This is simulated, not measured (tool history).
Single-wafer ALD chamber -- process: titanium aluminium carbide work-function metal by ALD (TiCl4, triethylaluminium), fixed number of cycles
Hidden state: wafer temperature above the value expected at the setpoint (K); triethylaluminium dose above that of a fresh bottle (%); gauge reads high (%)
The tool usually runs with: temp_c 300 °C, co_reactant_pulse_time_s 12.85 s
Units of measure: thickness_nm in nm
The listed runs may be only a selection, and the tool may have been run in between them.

run,hour,temp_c,co_reactant_pulse_time_s,wafers since the last listed run,hours since the last thermocouple change,hours since the last triethylaluminium bottle change,hours since the showerhead was replaced,hours since the gauge calibration,"read-back reference wafer on the same gauge, thickness_nm",thickness_nm
1,0,300,12.85,0,800.3,690.9,3056.2,1961.2,1.855,2.005
# hour 49.5: triethylaluminium bottle replaced
2,69.7,300,12.85,662,870,20.2,3125.9,2030.9,1.853,1.997
3,164.4,300,12.85,1016,964.7,114.9,3220.6,2125.6,1.852,1.99
4,264.2,300,12.85,1070,1064.5,214.7,3320.4,2225.4,1.849,1.993
5,338.9,300,12.85,801,1139.2,289.4,3395.1,2300.1,1.847,1.987
6,419.8,300,16.24,868,1220.1,370.3,3476,2381,1.845,1.999
7,458.5,300,16.24,415,1258.8,409,3514.7,2419.7,1.844,1.997
# hour 478.1: gauge calibrated
8,531.6,290,15.34,784,1331.9,482.1,3587.8,53.5,1.909,1.986
9,602.7,300,12.85,762,1403,553.2,3658.9,124.6,1.909,2.047
10,702.5,300,12.85,1070,1502.8,653,3758.7,224.4,1.905,2.056
# hour 726.8: triethylaluminium bottle replaced
11,795.1,300,12.85,907,1595.4,68.3,3851.3,317,1.903,2.043
12,897.3,311,17.9,1096,1697.6,170.5,3953.5,419.2,1.901,2.156
13,985,296,12.85,940,1785.3,258.2,4041.2,506.9,1.899,2.018
14,1022.8,292,17.09,405,1823.1,296,4079,544.7,1.899,1.994
15,1059.9,300,12.85,398,1860.2,333.1,4116.1,581.8,1.898,2.041
16,1154.9,305,12.85,1019,1955.2,428.1,4211.1,676.8,1.895,2.084
17,1212.1,313,14.63,613,2012.4,485.3,4268.3,734,1.894,2.147
# hour 1266.2: thermocouple changed; heater temperature recalibrated
18,1266.7,306,11.35,500,0.5,539.9,4322.9,788.6,1.892,2.066
19,1339.1,291,14.53,776,72.9,612.3,4395.3,861,1.889,1.963
20,1438,310,17.84,1061,171.8,711.2,4494.2,959.9,1.888,2.122
# hour 1470: showerhead replaced
21,1526.9,300,12.85,868,260.7,800.1,56.9,1048.8,1.887,2.031
# hour 1567.6: triethylaluminium bottle replaced
22,1618.7,300,12.85,899,352.5,51.1,148.7,1140.6,1.884,2.031
23,1726.2,300,12.85,1153,460,158.6,256.2,1248.1,1.881,2.023
24,1829.6,300,11.16,1109,563.4,262,359.6,1351.5,1.879,2.006
25,1887.8,309,8.58,624,621.6,320.2,417.8,1409.7,1.878,2.042
26,1943,300,14.15,592,676.8,375.4,473,1464.9,1.876,2.027
27,1985.7,314,11.34,458,719.5,418.1,515.7,1507.6,1.876,2.126
28,2032.9,300,12.85,506,766.7,465.3,562.9,1554.8,1.874,2.015
29,2118.8,286,15.02,921,852.6,551.2,648.8,1640.7,1.872,1.925
30,2206.3,310,17.47,938,940.1,638.7,736.3,1728.2,1.868,2.104
# hour 2231.3: triethylaluminium bottle replaced
31,2252.3,314,16.66,407,986.1,21,782.3,1774.2,1.868,2.135
32,2461.8,304,17.04,2247,1195.6,230.5,991.8,1983.7,1.863,2.057
33,2547.7,300,12.85,921,1281.5,316.4,1077.7,2069.6,1.862,2

The tool's hidden state at each run:
wafer temperature above the value expected at the setpoint (K): 0 across all the runs
triethylaluminium dose above that of a fresh bottle (%): 0 across all the runs
H1: gauge reads high (%)
run,H1
1,-2.87
2,-2.95
3,-3.07
4,-3.2
5,-3.29
6,-3.39
7,-3.44
8,-0.0129
9,-0.102
10,-0.227
11,-0.343
12,-0.471
13,-0.581
14,-0.628
15,-0.675
16,-0.794
17,-0.866
18,-0.934
19,-1.02
20,-1.15
21,-1.26
22,-1.37
23,-1.51
24,-1.64
25,-1.71
26,-1.78
27,-1.83
28,-1.89
29,-2
30,-2.11
31,-2.17
32,-2.43
33,-2.54

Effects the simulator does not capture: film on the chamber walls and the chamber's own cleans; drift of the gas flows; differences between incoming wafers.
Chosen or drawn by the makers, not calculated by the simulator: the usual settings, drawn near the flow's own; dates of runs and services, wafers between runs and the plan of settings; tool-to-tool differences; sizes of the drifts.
